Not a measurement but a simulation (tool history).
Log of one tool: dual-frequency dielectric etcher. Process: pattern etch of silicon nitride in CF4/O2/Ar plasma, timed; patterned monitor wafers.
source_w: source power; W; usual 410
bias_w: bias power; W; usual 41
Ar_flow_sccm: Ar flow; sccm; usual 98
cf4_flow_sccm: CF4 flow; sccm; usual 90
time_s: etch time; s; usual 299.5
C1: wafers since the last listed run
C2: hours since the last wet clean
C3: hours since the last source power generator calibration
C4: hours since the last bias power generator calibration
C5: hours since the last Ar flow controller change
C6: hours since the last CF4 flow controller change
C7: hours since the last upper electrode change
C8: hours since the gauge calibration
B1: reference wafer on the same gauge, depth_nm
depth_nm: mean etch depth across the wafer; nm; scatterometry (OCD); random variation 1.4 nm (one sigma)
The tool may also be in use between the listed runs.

Run 1, day 0: usual settings; C1 0; C2 314.8; C3 1387; C4 2448.7; C5 6163.6; C6 6048.5; C7 4290.3; C8 85.1; B1 332.2. Result: depth_nm 364.6 nm.
Run 2, day 0.479: usual settings; C1 62; C2 326.3; C3 1398.5; C4 2460.2; C5 6175.1; C6 6060; C7 4301.8; C8 96.6; B1 332. Result: depth_nm 364.2 nm.
Run 3, day 1.217: usual settings; C1 95; C2 344; C3 1416.2; C4 2477.9; C5 6192.8; C6 6077.7; C7 4319.5; C8 114.3; B1 331.6. Result: depth_nm 362.7 nm.
Run 4, day 1.838: usual settings but time_s 264.5 s; C1 80; C2 358.9; C3 1431.1; C4 2492.8; C5 6207.7; C6 6092.6; C7 4334.4; C8 129.2; B1 332.3. Result: depth_nm 322.2 nm.
Run 5, day 2.467: usual settings but time_s 264.5 s; C1 81; C2 374; C3 1446.2; C4 2507.9; C5 6222.8; C6 6107.7; C7 4349.5; C8 144.3; B1 332.4. Result: depth_nm 321.5 nm.
Run 6, day 3.154: usual settings; C1 89; C2 390.5; C3 1462.7; C4 2524.4; C5 6239.3; C6 6124.2; C7 4366; C8 160.8; B1 332.2. Result: depth_nm 364.9 nm.
Run 7, day 3.542: usual settings; C1 50; C2 399.8; C3 1472; C4 2533.7; C5 6248.6; C6 6133.5; C7 4375.3; C8 170.1; B1 332. Result: depth_nm 365.3 nm.
Run 8, day 3.892: usual settings; C1 45; C2 408.2; C3 1480.4; C4 2542.1; C5 6257; C6 6141.9; C7 4383.7; C8 178.5; B1 332.1. Result: depth_nm 367.5 nm.
At day 5.354: upper electrode replaced.
Run 9, day 5.375: usual settings; C1 62; C2 443.8; C3 1516; C4 2577.7; C5 6292.6; C6 6177.5; C7 0.5; C8 214.1; B1 332.2. Result: depth_nm 368.9 nm.
Run 10, day 5.392: usual settings; C1 2; C2 444.2; C3 1516.4; C4 2578.1; C5 6293; C6 6177.9; C7 0.9; C8 214.5; B1 331.9. Result: depth_nm 367.7 nm.
Run 11, day 5.621: usual settings; C1 29; C2 449.7; C3 1521.9; C4 2583.6; C5 6298.5; C6 6183.4; C7 6.4; C8 220; B1 332.1. Result: depth_nm 366.1 nm.
At day 7.058: CF4 flow controller replaced.
At day 7.146: wet clean of the chamber.
Run 12, day 7.167: usual settings but bias_w 45 W; C1 157; C2 0.5; C3 1559; C4 2620.7; C5 6335.6; C6 2.6; C7 43.5; C8 257.1; B1 331.8. Result: depth_nm 349.6 nm.
Run 13, day 7.183: usual settings but cf4_flow_sccm 69 sccm, time_s 212.5 s; C1 2; C2 0.9; C3 1559.4; C4 2621.1; C5 6336; C6 3; C7 43.9; C8 257.5; B1 332.2. Result: depth_nm 225.7 nm.
Run 14, day 7.304: usual settings but source_w 330 W, cf4_flow_sccm 102 sccm; C1 15; C2 3.8; C3 1562.3; C4 2624; C5 6338.9; C6 5.9; C7 46.8; C8 260.4; B1 332.1. Result: depth_nm 278.9 nm.
At day 7.733: gauge calibrated.
At day 8.3: Ar flow controller replaced.
At day 8.65: source power generator calibrated.
At day 8.708: wet clean of the chamber, repeated, since the last time left the tool worse.
At day 8.729: bias power generator calibrated.
Run 15, day 8.75: usual settings but bias_w 47 W, cf4_flow_sccm 109 sccm; C1 123; C2 1; C3 2.4; C4 0.5; C5 10.8; C6 40.6; C7 81.5; C8 24.4; B1 331.6. Result: depth_nm 396.7 nm.
Run 16, day 8.767: usual settings; C1 2; C2 1.4; C3 2.8; C4 0.9; C5 11.2; C6 41; C7 81.9; C8 24.8; B1 332. Result: depth_nm 357.4 nm.
Run 17, day 9.175: usual settings but time_s 360 s; C1 53; C2 11.2; C3 12.6; C4 10.7; C5 21; C6 50.8; C7 91.7; C8 34.6; B1 331.7. Result: depth_nm 429.5 nm.
Run 18, day 9.446: usual settings; C1 35; C2 17.7; C3 19.1; C4 17.2; C5 27.5; C6 57.3; C7 98.2; C8 41.1; B1 331.8. Result: depth_nm 359.7 nm.
Run 19, day 10.183: usual settings but time_s 273 s; C1 95; C2 35.4; C3 36.8; C4 34.9; C5 45.2; C6 75; C7 115.9; C8 58.8; B1 331.7. Result: depth_nm 326.5 nm.
Run 20, day 10.458: usual settings but source_w 500 W, Ar_flow_sccm 81 sccm, time_s 377.5 s; C1 35; C2 42; C3 43.4; C4 41.5; C5 51.8; C6 81.6; C7 122.5; C8 65.4; B1 332.3. Result: depth_nm 542.4 nm.
Run 21, day 11.117: usual settings but source_w 350 W, bias_w 50 W, cf4_flow_sccm 97 sccm; C1 85; C2 57.8; C3 59.2; C4 57.3; C5 67.6; C6 97.4; C7 138.3; C8 81.2; B1 332. Result: depth_nm 357.5 nm.
Run 22, day 11.438: usual settings; C1 41; C2 65.5; C3 66.9; C4 65; C5 75.3; C6 105.1; C7 146; C8 88.9; B1 331.7. Result: depth_nm 356.7 nm.

3 ways to go on from here, each from the tool as it stands after run 22. What would each give?
Run A, day 11.458: usual settings but Ar_flow_sccm 120 sccm; C1 2; C2 66; C3 67.4; C4 65.5; C5 75.8; C6 105.6; C7 146.5; C8 89.4; B1 ?. Result: depth_nm ?.
Run B, day 11.458: usual settings but Ar_flow_sccm 86 sccm, cf4_flow_sccm 74 sccm; C1 2; C2 66; C3 67.4; C4 65.5; C5 75.8; C6 105.6; C7 146.5; C8 89.4; B1 ?. Result: depth_nm ?.
Run C, day 11.458: usual settings but Ar_flow_sccm 120 sccm, time_s 333 s; C1 2; C2 66; C3 67.4; C4 65.5; C5 75.8; C6 105.6; C7 146.5; C8 89.4; B1 ?. Result: depth_nm ?.

run     B1  depth_nm
  A  331.8     349.9
  B  331.8     355.5
  C  331.8       389
Without the tool's hidden state the same runs would have given:
run  depth_nm
  A     345.5
  B       351
  C     384.1

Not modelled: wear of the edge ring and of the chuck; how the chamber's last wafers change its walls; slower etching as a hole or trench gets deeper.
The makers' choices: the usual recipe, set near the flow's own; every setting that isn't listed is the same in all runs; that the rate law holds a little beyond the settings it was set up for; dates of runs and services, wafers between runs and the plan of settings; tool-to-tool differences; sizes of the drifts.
